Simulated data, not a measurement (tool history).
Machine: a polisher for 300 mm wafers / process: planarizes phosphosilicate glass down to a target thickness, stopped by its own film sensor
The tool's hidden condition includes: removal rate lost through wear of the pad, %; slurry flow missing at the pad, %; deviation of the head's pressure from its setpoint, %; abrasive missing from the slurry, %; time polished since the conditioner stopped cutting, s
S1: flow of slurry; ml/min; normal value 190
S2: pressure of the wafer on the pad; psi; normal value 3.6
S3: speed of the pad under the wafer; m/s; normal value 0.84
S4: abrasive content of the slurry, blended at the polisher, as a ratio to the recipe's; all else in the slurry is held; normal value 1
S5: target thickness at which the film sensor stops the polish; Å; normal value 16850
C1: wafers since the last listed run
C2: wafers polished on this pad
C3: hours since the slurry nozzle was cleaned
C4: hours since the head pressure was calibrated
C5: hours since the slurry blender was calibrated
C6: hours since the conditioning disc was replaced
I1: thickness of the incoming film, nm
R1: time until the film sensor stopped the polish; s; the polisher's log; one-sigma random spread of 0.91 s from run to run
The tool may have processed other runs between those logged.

run 1 day=0 | S1=225 S2=3.6 S3=0.84 S4=1 S5=18390 | C1=0 C2=936 C3=141.8 C4=123.6 C5=418.7 C6=122 | I1=2335.8 | R1=59.6
run 2 day=1.483 | S1=190 S2=3.6 S3=0.54 S4=1 S5=16850 | C1=273 C2=1210 C3=177.4 C4=159.2 C5=454.3 C6=157.6 | I1=2293.8 | R1=88.4
run 3 day=2.212 | S1=225 S2=4.1 S3=0.84 S4=1 S5=16850 | C1=134 C2=1344 C3=194.9 C4=176.7 C5=471.8 C6=175.1 | I1=2245.1 | R1=58.5
-- day=2.317 slurry blender recalibrated
run 4 day=3.179 | S1=210 S2=2.9 S3=0.66 S4=1 S5=16850 | C1=162 C2=1507 C3=218.1 C4=199.9 C5=20.7 C6=198.3 | I1=2276.7 | R1=96.6
run 5 day=4.467 | S1=145 S2=4.8 S3=1.06 S4=1 S5=16050 | C1=237 C2=1744 C3=249 C4=230.8 C5=51.6 C6=229.2 | I1=2270.2 | R1=55.4
-- day=4.767 worn pad replaced by a new one
run 6 day=5.912 | S1=160 S2=3.6 S3=1.12 S4=1 S5=16850 | C1=235 C2=211 C3=283.7 C4=265.5 C5=86.3 C6=263.9 | I1=2257.7 | R1=61.2
run 7 day=6.438 | S1=190 S2=3 S3=0.62 S4=1.3 S5=17530 | C1=96 C2=307 C3=296.3 C4=278.1 C5=98.9 C6=276.5 | I1=2300.5 | R1=81.5
run 8 day=7.742 | S1=140 S2=3.2 S3=0.84 S4=1.2 S5=18910 | C1=240 C2=548 C3=327.6 C4=309.4 C5=130.2 C6=307.8 | I1=2303.9 | R1=53.6
run 9 day=9.142 | S1=190 S2=4 S3=0.62 S4=0.7 S5=15770 | C1=257 C2=806 C3=361.2 C4=343 C5=163.8 C6=341.4 | I1=2320.1 | R1=121.4
run 10 day=10.167 | S1=190 S2=3.6 S3=0.84 S4=1 S5=16850 | C1=188 C2=994 C3=385.8 C4=367.6 C5=188.4 C6=366 | I1=2274.8 | R1=71.7
-- day=10.829 conditioning disc replaced and pad reconditioned
run 11 day=11.662 | S1=190 S2=2.5 S3=1.06 S4=1.2 S5=16850 | C1=260 C2=1255 C3=421.7 C4=403.5 C5=224.3 C6=20 | I1=2310.2 | R1=88.2
run 12 day=12.871 | S1=155 S2=3.6 S3=0.84 S4=1 S5=15890 | C1=222 C2=1477 C3=450.7 C4=432.5 C5=253.3 C6=49 | I1=2269.3 | R1=85
run 13 day=13.592 | S1=245 S2=3.6 S3=1.04 S4=1.2 S5=18470 | C1=132 C2=1610 C3=468 C4=449.8 C5=270.6 C6=66.3 | I1=2313.7 | R1=45
-- day=14.479 worn pad replaced by a new one
run 14 day=14.817 | S1=170 S2=3.6 S3=0.84 S4=1 S5=16850 | C1=195 C2=62 C3=497.4 C4=479.2 C5=300 C6=95.7 | I1=2251.3 | R1=68.6
run 15 day=15.929 | S1=190 S2=3.6 S3=0.84 S4=1 S5=16850 | C1=204 C2=267 C3=524.1 C4=505.9 C5=326.7 C6=122.4 | I1=2286.6 | R1=73.8
run 16 day=16.642 | S1=190 S2=3.6 S3=0.96 S4=1.15 S5=16850 | C1=131 C2=398 C3=541.2 C4=523 C5=343.8 C6=139.5 | I1=2283.6 | R1=64.5
run 17 day=17.567 | S1=210 S2=2.9 S3=0.66 S4=1 S5=16850 | C1=170 C2=569 C3=563.4 C4=545.2 C5=366 C6=161.7 | I1=2332.3 | R1=106.2
-- day=18.154 head pressure recalibrated
run 18 day=18.95 | S1=190 S2=4.6 S3=0.84 S4=1 S5=18600 | C1=239 C2=808 C3=596.6 C4=19.1 C5=399.2 C6=194.9 | I1=2289.2 | R1=41.3
run 19 day=19.725 | S1=190 S2=4.7 S3=0.58 S4=1 S5=16850 | C1=142 C2=951 C3=615.2 C4=37.7 C5=417.8 C6=213.5 | I1=2290.8 | R1=65.3
run 20 day=20.475 | S1=190 S2=3.6 S3=1.1 S4=1 S5=16850 | C1=138 C2=1089 C3=633.2 C4=55.7 C5=435.8 C6=231.5 | I1=2326 | R1=67.9
run 21 day=21.104 | S1=190 S2=3.6 S3=0.76 S4=1 S5=15350 | C1=115 C2=1205 C3=648.3 C4=70.8 C5=450.9 C6=246.6 | I1=2281.7 | R1=94.1
-- day=21.233 slurry blender recalibrated
run 22 day=21.867 | S1=145 S2=2.5 S3=0.74 S4=1 S5=15270 | C1=125 C2=1330 C3=666.6 C4=89.1 C5=15.2 C6=264.9 | I1=2257.8 | R1=140.7
-- day=22.296 slurry nozzle cleaned
run 23 day=22.379 | S1=190 S2=3.6 S3=0.84 S4=1 S5=16850 | C1=86 C2=1417 C3=2 C4=101.4 C5=27.5 C6=277.2 | I1=2322.6 | R1=76.3
run 24 day=23.221 | S1=190 S2=3.6 S3=0.84 S4=1 S5=16850 | C1=155 C2=1572 C3=22.2 C4=121.6 C5=47.7 C6=297.4 | I1=2305.5 | R1=75.8
-- day=23.75 worn pad replaced by a new one
run 25 day=23.95 | S1=215 S2=2.6 S3=1 S4=0.75 S5=16850 | C1=103 C2=36 C3=39.7 C4=139.1 C5=65.2 C6=314.9 | I1=2281.5 | R1=109
run 26 day=25.162 | S1=190 S2=3.6 S3=0.84 S4=1 S5=16850 | C1=223 C2=260 C3=68.8 C4=168.2 C5=94.3 C6=344 | I1=2283 | R1=73

Each row is a separate what-if for the run after 26, all from the same tool condition, not one after another. Results?
run A day=25.179 | S1=190 S2=4.4 S3=0.84 S4=1 S5=16850 | C1=3 C2=263 C3=69.2 C4=168.6 C5=94.7 C6=344.4 | I1=2284 | R1=?
run B day=25.179 | S1=230 S2=2.9 S3=0.84 S4=1 S5=18020 | C1=3 C2=263 C3=69.2 C4=168.6 C5=94.7 C6=344.4 | I1=2284 | R1=?
run C day=25.179 | S1=140 S2=3.6 S3=0.84 S4=1 S5=16850 | C1=3 C2=263 C3=69.2 C4=168.6 C5=94.7 C6=344.4 | I1=2284 | R1=?

run=A R1=60.6
run=B R1=72.2
run=C R1=77.7
What these runs would have given with no unlogged condition in the tool:
run=A R1=60.6
run=B R1=72.2
run=C R1=77.7
